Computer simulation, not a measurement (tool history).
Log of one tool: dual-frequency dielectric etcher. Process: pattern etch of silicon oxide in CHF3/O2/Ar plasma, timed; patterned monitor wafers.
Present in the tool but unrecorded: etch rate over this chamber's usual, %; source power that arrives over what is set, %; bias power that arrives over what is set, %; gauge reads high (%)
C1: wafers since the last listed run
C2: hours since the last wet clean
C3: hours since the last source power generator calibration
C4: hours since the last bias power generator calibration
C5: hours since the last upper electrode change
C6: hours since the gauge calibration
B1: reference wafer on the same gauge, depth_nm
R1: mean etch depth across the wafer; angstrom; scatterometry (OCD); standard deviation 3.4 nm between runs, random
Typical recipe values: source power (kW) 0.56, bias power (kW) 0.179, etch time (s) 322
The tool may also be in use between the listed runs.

run 1 hour=0 | source_power_(kW)=0.56 bias_power_(kW)=0.179 etch_time_(s)=322 | C1=0 C2=264.8 C3=4477.8 C4=5009 C5=5380.5 C6=58.1 | B1=539.2 | R1=6220
run 2 hour=12.9 | source_power_(kW)=0.56 bias_power_(kW)=0.179 etch_time_(s)=273.5 | C1=84 C2=277.7 C3=4490.7 C4=5021.9 C5=5393.4 C6=71 | B1=539.1 | R1=5232
run 3 hour=22.6 | source_power_(kW)=0.56 bias_power_(kW)=0.179 etch_time_(s)=273.5 | C1=63 C2=287.4 C3=4500.4 C4=5031.6 C5=5403.1 C6=80.7 | B1=538.7 | R1=5277
run 4 hour=54 | source_power_(kW)=0.56 bias_power_(kW)=0.179 etch_time_(s)=273.5 | C1=204 C2=318.8 C3=4531.8 C4=5063 C5=5434.5 C6=112.1 | B1=538.5 | R1=5217
run 5 hour=84 | source_power_(kW)=0.56 bias_power_(kW)=0.179 etch_time_(s)=350.5 | C1=195 C2=348.8 C3=4561.8 C4=5093 C5=5464.5 C6=142.1 | B1=538.8 | R1=6742
run 6 hour=94 | source_power_(kW)=0.56 bias_power_(kW)=0.179 etch_time_(s)=371 | C1=65 C2=358.8 C3=4571.8 C4=5103 C5=5474.5 C6=152.1 | B1=539.3 | R1=7028
-- hour=120.4 wet clean of the chamber
run 7 hour=120.9 | source_power_(kW)=0.56 bias_power_(kW)=0.179 etch_time_(s)=371 | C1=18 C2=0.5 C3=4598.7 C4=5129.9 C5=5501.4 C6=179 | B1=537.9 | R1=7447
run 8 hour=121.3 | source_power_(kW)=0.56 bias_power_(kW)=0.179 etch_time_(s)=322 | C1=2 C2=0.9 C3=4599.1 C4=5130.3 C5=5501.8 C6=179.4 | B1=539.3 | R1=6413
run 9 hour=132.1 | source_power_(kW)=0.56 bias_power_(kW)=0.179 etch_time_(s)=322 | C1=70 C2=11.7 C3=4609.9 C4=5141.1 C5=5512.6 C6=190.2 | B1=539.2 | R1=6348
run 10 hour=144.4 | source_power_(kW)=0.56 bias_power_(kW)=0.179 etch_time_(s)=322 | C1=80 C2=24 C3=4622.2 C4=5153.4 C5=5524.9 C6=202.5 | B1=538.7 | R1=6456
run 11 hour=158.7 | source_power_(kW)=0.56 bias_power_(kW)=0.179 etch_time_(s)=322 | C1=93 C2=38.3 C3=4636.5 C4=5167.7 C5=5539.2 C6=216.8 | B1=538.7 | R1=6330
run 12 hour=174.3 | source_power_(kW)=0.62 bias_power_(kW)=0.179 etch_time_(s)=322 | C1=101 C2=53.9 C3=4652.1 C4=5183.3 C5=5554.8 C6=232.4 | B1=538 | R1=6689
run 13 hour=186.1 | source_power_(kW)=0.46 bias_power_(kW)=0.21 etch_time_(s)=348 | C1=76 C2=65.7 C3=4663.9 C4=5195.1 C5=5566.6 C6=244.2 | B1=539.7 | R1=6579
run 14 hour=193.8 | source_power_(kW)=0.46 bias_power_(kW)=0.179 etch_time_(s)=322 | C1=50 C2=73.4 C3=4671.6 C4=5202.8 C5=5574.3 C6=251.9 | B1=539.6 | R1=5878
run 15 hour=211.3 | source_power_(kW)=0.66 bias_power_(kW)=0.137 etch_time_(s)=322 | C1=114 C2=90.9 C3=4689.1 C4=5220.3 C5=5591.8 C6=269.4 | B1=537.4 | R1=6379
run 16 hour=228.9 | source_power_(kW)=0.56 bias_power_(kW)=0.135 etch_time_(s)=414 | C1=114 C2=108.5 C3=4706.7 C4=5237.9 C5=5609.4 C6=287 | B1=540.3 | R1=7636
run 17 hour=240.7 | source_power_(kW)=0.56 bias_power_(kW)=0.179 etch_time_(s)=322 | C1=76 C2=120.3 C3=4718.5 C4=5249.7 C5=5621.2 C6=298.8 | B1=539.3 | R1=6408
-- hour=263.7 bias power generator calibrated
-- hour=272.4 upper electrode replaced, of another model than before
-- hour=272.4 gauge calibrated
run 18 hour=272.9 | source_power_(kW)=0.56 bias_power_(kW)=0.179 etch_time_(s)=322 | C1=126 C2=152.5 C3=4750.7 C4=9.2 C5=0.5 C6=0.5 | B1=539.1 | R1=6280
run 19 hour=273.3 | source_power_(kW)=0.56 bias_power_(kW)=0.179 etch_time_(s)=322 | C1=2 C2=152.9 C3=4751.1 C4=9.6 C5=0.9 C6=0.9 | B1=538.5 | R1=6324
run 20 hour=273.7 | source_power_(kW)=0.56 bias_power_(kW)=0.179 etch_time_(s)=322 | C1=2 C2=153.3 C3=4751.5 C4=10 C5=1.3 C6=1.3 | B1=540.7 | R1=6333
run 21 hour=274.1 | source_power_(kW)=0.56 bias_power_(kW)=0.179 etch_time_(s)=362 | C1=2 C2=153.7 C3=4751.9 C4=10.4 C5=1.7 C6=1.7 | B1=539.9 | R1=7113
-- hour=281.1 source power generator calibrated
run 22 hour=284.3 | source_power_(kW)=0.56 bias_power_(kW)=0.219 etch_time_(s)=274.5 | C1=40 C2=163.9 C3=3.2 C4=20.6 C5=11.9 C6=11.9 | B1=538.4 | R1=5605
run 23 hour=298 | source_power_(kW)=0.52 bias_power_(kW)=0.141 etch_time_(s)=322 | C1=89 C2=177.6 C3=16.9 C4=34.3 C5=25.6 C6=25.6 | B1=538.2 | R1=5793
run 24 hour=306.6 | source_power_(kW)=0.63 bias_power_(kW)=0.165 etch_time_(s)=322 | C1=56 C2=186.2 C3=25.5 C4=42.9 C5=34.2 C6=34.2 | B1=537.9 | R1=6644
run 25 hour=321.6 | source_power_(kW)=0.56 bias_power_(kW)=0.179 etch_time_(s)=322 | C1=97 C2=201.2 C3=40.5 C4=57.9 C5=49.2 C6=49.2 | B1=538.8 | R1=6272
run 26 hour=333.1 | source_power_(kW)=0.52 bias_power_(kW)=0.216 etch_time_(s)=377 | C1=74 C2=212.7 C3=52 C4=69.4 C5=60.7 C6=60.7 | B1=538.5 | R1=7294
run 27 hour=350.7 | source_power_(kW)=0.56 bias_power_(kW)=0.179 etch_time_(s)=255 | C1=114 C2=230.3 C3=69.6 C4=87 C5=78.3 C6=78.3 | B1=539.5 | R1=4946
run 28 hour=364.8 | source_power_(kW)=0.56 bias_power_(kW)=0.179 etch_time_(s)=322 | C1=91 C2=244.4 C3=83.7 C4=101.1 C5=92.4 C6=92.4 | B1=537.9 | R1=6230
run 29 hour=375.9 | source_power_(kW)=0.56 bias_power_(kW)=0.21 etch_time_(s)=409 | C1=72 C2=255.5 C3=94.8 C4=112.2 C5=103.5 C6=103.5 | B1=539.4 | R1=8145
run 30 hour=383.6 | source_power_(kW)=0.52 bias_power_(kW)=0.204 etch_time_(s)=322 | C1=50 C2=263.2 C3=102.5 C4=119.9 C5=111.2 C6=111.2 | B1=538.3 | R1=6112
run 31 hour=398.4 | source_power_(kW)=0.43 bias_power_(kW)=0.179 etch_time_(s)=322 | C1=96 C2=278 C3=117.3 C4=134.7 C5=126 C6=126 | B1=538.8 | R1=5214

What would each run have given without the hidden state, its run-to-run variation left as it was?
run=1 R1=6414
run=2 R1=5405
run=3 R1=5457
run=4 R1=5416
run=5 R1=7026
run=6 R1=7332
run=7 R1=7394
run=8 R1=6367
run=9 R1=6311
run=10 R1=6427
run=11 R1=6313
run=12 R1=6683
run=13 R1=6583
run=14 R1=5887
run=15 R1=6402
run=16 R1=7679
run=17 R1=6453
run=18 R1=6349
run=19 R1=6394
run=20 R1=6403
run=21 R1=7192
run=22 R1=5674
run=23 R1=5874
run=24 R1=6744
run=25 R1=6378
run=26 R1=7428
run=27 R1=5047
run=28 R1=6369
run=29 R1=8337
run=30 R1=6263
run=31 R1=5351
